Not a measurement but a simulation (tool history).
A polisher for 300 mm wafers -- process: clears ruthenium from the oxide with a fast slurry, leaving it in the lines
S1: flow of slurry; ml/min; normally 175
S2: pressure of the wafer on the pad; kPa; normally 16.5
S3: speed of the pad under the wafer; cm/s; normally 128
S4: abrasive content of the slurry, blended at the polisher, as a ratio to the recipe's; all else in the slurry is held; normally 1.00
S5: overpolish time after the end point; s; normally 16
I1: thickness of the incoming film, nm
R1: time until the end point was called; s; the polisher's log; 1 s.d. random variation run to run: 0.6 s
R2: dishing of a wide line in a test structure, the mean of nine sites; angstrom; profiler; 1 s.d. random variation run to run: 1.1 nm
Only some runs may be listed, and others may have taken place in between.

run    hour   S1    S2   S3    S4  S5     I1    R1   R2
  1     0.0  175  16.5   94  1.00  16  200.9  71.3  370
  2    62.6  175  16.5   94  1.00  16  202.5  71.7  362
       73.4  -- worn pad replaced by a new one
       74.0  -- slurry blender recalibrated
  3   122.3  175  16.5   94  1.00  16  199.0  69.9  350
      187.1  -- slurry nozzle cleaned
  4   216.9  205  13.8  128  1.00  16  202.3  59.2  442
  5   278.7  175  16.5  128  1.00  16  197.9  48.2  505
      346.7  -- head pressure recalibrated
  6   358.1  175  16.5  128  1.00  16  200.1  48.7  511
  7   431.5  215  16.5  128  1.00  16  202.8  48.6  493
  8   523.9  175  16.5  128  0.75  16  201.0  54.1  461
  9   624.5  200  16.5  128  1.00   8  202.3  49.2  251
 10   693.8  140  16.5  128  1.00  19  196.6  54.5  521
      742.8  -- worn pad replaced by a new one, of another model than before
 11   747.3  175  16.5  128  1.00  16  197.1  54.1  444
      828.4  -- slurry blender recalibrated
 12   832.4  175  16.5  128  1.00  16  200.7  63.3  402
      849.7  -- slurry nozzle cleaned
 13   887.2  175  16.5  116  1.00  16  200.7  52.5  468
      967.2  -- head pressure recalibrated
 14   994.4  175  14.5  128  1.00  16  200.9  52.6  481
 15  1048.5  175  16.5  128  1.00  21  199.1  48.8  616
 16  1117.4  150  16.5  152  1.25  19  203.3  43.3  615
 17  1200.2  175  20.7  128  1.00  16  199.3  44.0  520
 18  1293.0  175  16.5  128  1.00  16  201.6  53.1  468
     1322.9  -- worn pad replaced by a new one
 19  1378.7  175  16.5  164  1.00  16  200.9  45.9  506
     1485.1  -- slurry blender recalibrated
 20  1486.3  175  16.5  128  1.00  16  199.4  60.2  416
 21  1579.1  195  16.5  128  1.00  11  196.9  70.1  252
     1600.5  -- slurry nozzle cleaned
 22  1636.0  175  16.5  128  1.00  16  200.6  50.0  503
     1701.0  -- head pressure recalibrated
 23  1710.4  175  16.5  106  0.90  12  201.7  57.7  340
 24  1781.5  125  14.5  128  1.10  19  201.8  58.7  491
 25  1927.3  175  16.5  128  1.00  11  201.8  49.9  356
 26  1983.9  175  19.3  128  0.75  16  201.3  53.4  491
 27  2066.9  215  16.5  128  1.00  16  199.4  48.8  498

5 ways to go on from here, each from the tool as it stands after run 27. What would each give?
  A  2067.3  175  16.5  112  1.00  16  198.1   ?   ?
  B  2067.3  175  13.8  128  1.00  16  198.1   ?   ?
  C  2067.3  215  13.8  128  0.75  16  198.1   ?   ?
  D  2067.3  125  16.5  128  1.10  22  198.1   ?   ?
  E  2067.3  120  16.5   98  1.00  16  198.1   ?   ?

run    R1   R2
  A  56.0  462
  B  56.3  460
  C  58.5  444
  D  59.5  577
  E  74.8  356
Stripped of hidden state, with their random variation kept, the same runs would have yielded:
run    R1   R2
  A  52.1  492
  B  52.4  489
  C  55.4  466
  D  52.6  640
  E  65.5  402
